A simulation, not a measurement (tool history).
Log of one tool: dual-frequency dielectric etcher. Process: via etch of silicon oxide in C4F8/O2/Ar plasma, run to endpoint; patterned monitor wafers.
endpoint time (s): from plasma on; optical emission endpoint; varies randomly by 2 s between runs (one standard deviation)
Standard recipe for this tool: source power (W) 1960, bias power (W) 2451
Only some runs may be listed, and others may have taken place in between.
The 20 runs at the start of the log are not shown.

run   hour  source power (W)  bias power (W)  incoming incoming film thickness, nm  endpoint time (s)
 21  243.9              1960            2721                                1387.5              224.7
 22  250.0              1960            2451                                1374.3              234.8
     257.9  -- bias power generator calibrated
 23  258.9              1710            1909                                1384.8              275.4
 24  274.6              1770            2043                                1383.9              266.9
 25  285.2              2180            1839                                1388.8              263.6
     298.1  -- source power generator calibrated
 26  298.6              2280            2451                                1379.3              223.7
 27  304.3              1710            2929                                1372.4              223.9
     331.4  -- upper electrode replaced
     337.4  -- wet clean of the chamber
 28  351.4              2210            2451                                1382.7              237.1
 29  363.6              1960            2451                                1387.0              250.5
 30  373.3              1960            2451                                1370.0              247.0

Run 31, settings as shown, results not yet in. Your forecast:
 31  387.6              1660            2751                                1394.0                  ?

{"run 31": {"endpoint time (s)": 250.3}}
The same run, on a tool lacking any hidden state, would have yielded endpoint time (s) 251.9.
